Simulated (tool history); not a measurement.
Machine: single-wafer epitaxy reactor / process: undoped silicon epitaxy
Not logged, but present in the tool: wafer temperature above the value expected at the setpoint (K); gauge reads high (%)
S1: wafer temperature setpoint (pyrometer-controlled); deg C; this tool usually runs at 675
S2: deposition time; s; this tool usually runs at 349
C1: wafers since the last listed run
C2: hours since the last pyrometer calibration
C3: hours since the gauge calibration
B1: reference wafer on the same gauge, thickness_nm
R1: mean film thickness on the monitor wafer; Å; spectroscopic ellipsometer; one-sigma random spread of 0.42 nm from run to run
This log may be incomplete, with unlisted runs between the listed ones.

| run | day | S1 | S2 | C1 | C2 | C3 | B1 | R1 |
|---|---|---|---|---|---|---|---|---|
| 1 | 0 | 675 | 349 | 0 | 1083.1 | 974 | 81.935 | 904.68 |
| 2 | 7.329 | 683 | 399 | 666 | 1259 | 1149.9 | 81.44 | 1243.42 |
| 3 | 10.529 | 683 | 399 | 291 | 1335.8 | 1226.7 | 81.224 | 1250.47 |
| 4 | 13.192 | 683 | 399 | 242 | 1399.7 | 1290.6 | 81.098 | 1242.07 |
| 5 | 17.538 | 675 | 349 | 395 | 1504 | 1394.9 | 80.83 | 895.03 |
| 6 | 24.375 | 675 | 349 | 622 | 1668.1 | 1559 | 80.188 | 882.68 |
| 7 | 28.367 | 675 | 349 | 363 | 1763.9 | 1654.8 | 79.908 | 889.35 |
| 8 | 30.321 | 675 | 349 | 177 | 1810.8 | 1701.7 | 79.728 | 889.21 |
| 9 | 32.954 | 678 | 300 | 239 | 1874 | 1764.9 | 79.512 | 817.73 |
|  | 33.996 | gauge calibrated |
| 10 | 36.171 | 678 | 300 | 292 | 1951.2 | 52.2 | 83.007 | 848.53 |
|  | 38.188 | pyrometer calibrated |
| 11 | 39.758 | 678 | 300 | 296 | 37.7 | 138.3 | 83.093 | 860.57 |
| 12 | 44.075 | 675 | 349 | 392 | 141.3 | 241.9 | 83.025 | 915.24 |
| 13 | 46.912 | 662 | 404 | 258 | 209.4 | 310 | 82.907 | 775.83 |
| 14 | 50.721 | 689 | 304 | 346 | 300.8 | 401.4 | 82.971 | 1107.42 |
| 15 | 53.008 | 686 | 349 | 208 | 355.7 | 456.3 | 82.916 | 1179.62 |
| 16 | 54.912 | 675 | 349 | 173 | 401.4 | 502 | 82.821 | 915.22 |
| 17 | 56.604 | 686 | 330 | 153 | 442 | 542.6 | 82.877 | 1130.75 |
| 18 | 60.429 | 675 | 349 | 348 | 533.8 | 634.4 | 82.662 | 920.3 |
| 19 | 63.117 | 680 | 295 | 244 | 598.3 | 698.9 | 82.567 | 881.31 |
| 20 | 65.725 | 675 | 349 | 237 | 660.9 | 761.5 | 82.336 | 912.64 |
| 21 | 68.696 | 667 | 315 | 270 | 732.2 | 832.8 | 82.398 | 680.81 |
| 22 | 70.583 | 682 | 349 | 171 | 777.5 | 878.1 | 82.33 | 1071.89 |
| 23 | 72.35 | 675 | 349 | 160 | 819.9 | 920.5 | 82.219 | 917.16 |
| 24 | 75.204 | 675 | 349 | 259 | 888.4 | 989 | 82.078 | 907.09 |
| 25 | 77.117 | 665 | 322 | 174 | 934.3 | 1034.9 | 81.88 | 657.32 |

5 options for the next run, each taken on its own from the tool as it stands now. Forecast them:
| A | 77.138 | 675 | 392 | 1 | 934.8 | 1035.4 | ? | ? |
| B | 77.138 | 675 | 407 | 1 | 934.8 | 1035.4 | ? | ? |
| C | 77.138 | 675 | 283 | 1 | 934.8 | 1035.4 | ? | ? |
| D | 77.138 | 661 | 404 | 1 | 934.8 | 1035.4 | ? | ? |
| E | 77.138 | 667 | 312 | 1 | 934.8 | 1035.4 | ? | ? |

| run | B1 | R1 |
|---|---|---|
| A | 81.924 | 1020.58 |
| B | 81.924 | 1059.63 |
| C | 81.924 | 736.8 |
| D | 81.924 | 752.19 |
| E | 81.924 | 671.61 |
What these runs would have given with no unlogged condition in the tool:
| run | R1 |
|---|---|
| A | 1032.49 |
| B | 1072 |
| C | 745.39 |
| D | 760.97 |
| E | 679.44 |

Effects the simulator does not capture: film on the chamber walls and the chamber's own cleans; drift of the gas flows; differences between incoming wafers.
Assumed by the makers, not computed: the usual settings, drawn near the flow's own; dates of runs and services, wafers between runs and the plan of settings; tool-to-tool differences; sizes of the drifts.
